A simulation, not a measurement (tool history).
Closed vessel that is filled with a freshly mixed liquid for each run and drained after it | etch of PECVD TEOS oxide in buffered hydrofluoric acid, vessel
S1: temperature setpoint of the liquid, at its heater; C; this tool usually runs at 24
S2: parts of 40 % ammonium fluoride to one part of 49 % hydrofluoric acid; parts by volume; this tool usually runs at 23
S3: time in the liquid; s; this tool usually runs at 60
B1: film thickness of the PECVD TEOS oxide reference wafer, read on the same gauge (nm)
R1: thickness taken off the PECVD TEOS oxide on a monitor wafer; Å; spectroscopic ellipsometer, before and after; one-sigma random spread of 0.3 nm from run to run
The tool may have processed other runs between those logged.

{"run": 1, "hour": 0.0, "S1": 24, "S2": 23, "S3": 60, "B1": 99.97, "R1": 706.2}
{"hour": 3.0, "done": "gauge calibrated"}
{"run": 2, "hour": 7.1, "S1": 24, "S2": 23, "S3": 60, "B1": 100.05, "R1": 705.3}
{"run": 3, "hour": 23.8, "S1": 24, "S2": 23, "S3": 75, "B1": 100.01, "R1": 878.3}
{"run": 4, "hour": 34.9, "S1": 24, "S2": 23, "S3": 75, "B1": 100, "R1": 885.1}
{"run": 5, "hour": 45.0, "S1": 24, "S2": 23, "S3": 75, "B1": 100.01, "R1": 879.8}
{"run": 6, "hour": 62.4, "S1": 24, "S2": 28, "S3": 60, "B1": 99.99, "R1": 603.9}
{"run": 7, "hour": 72.0, "S1": 24, "S2": 23, "S3": 60, "B1": 100.03, "R1": 700.5}
{"hour": 73.2, "done": "hydrofluoric acid flow meter replaced"}
{"run": 8, "hour": 81.7, "S1": 24, "S2": 23, "S3": 60, "B1": 99.99, "R1": 758.7}
{"hour": 87.5, "done": "thermometer replaced"}
{"run": 9, "hour": 90.7, "S1": 24, "S2": 29, "S3": 60, "B1": 100.01, "R1": 642.3}
{"run": 10, "hour": 99.9, "S1": 24, "S2": 26.5, "S3": 35, "B1": 99.98, "R1": 399.2}
{"hour": 112.8, "done": "gauge calibrated"}
{"run": 11, "hour": 126.1, "S1": 26.5, "S2": 29, "S3": 60, "B1": 100.02, "R1": 731.5}
{"run": 12, "hour": 142.0, "S1": 24, "S2": 15, "S3": 60, "B1": 100.01, "R1": 1083.1}
{"run": 13, "hour": 158.1, "S1": 24, "S2": 23, "S3": 60, "B1": 100.01, "R1": 745.1}
{"run": 14, "hour": 168.6, "S1": 28, "S2": 23, "S3": 75, "B1": 100.01, "R1": 1160.4}
{"run": 15, "hour": 174.7, "S1": 27, "S2": 28, "S3": 35, "B1": 99.95, "R1": 446.4}
{"run": 16, "hour": 191.2, "S1": 24, "S2": 30, "S3": 45, "B1": 99.96, "R1": 460.2}
{"run": 17, "hour": 201.9, "S1": 28, "S2": 23, "S3": 95, "B1": 100, "R1": 1468.2}
{"run": 18, "hour": 215.9, "S1": 21, "S2": 30, "S3": 35, "B1": 100.01, "R1": 300.8}

Pick out some run-to-run changes in R1. Of each, how much would a tool without hidden state show as well, from the settings, what came in and chance, and how much is left for the hidden state and any gauge scatter not in both results compared?
The tool's hidden condition here consists of: liquid hotter than its thermometer reads (K); hydrofluoric acid flow below the setpoint (%); gauge reads high (%).
Run 7 -> 8: hydrofluoric acid flow meter replaced. R1 +58.2 Å: hidden state +53.1, all else +5.1.
Run 17 -> 18: S1 28 -> 21, S2 23 -> 30, S3 95 -> 35. R1 -1167.4 Å: hidden state +29.7, all else -1197.1.
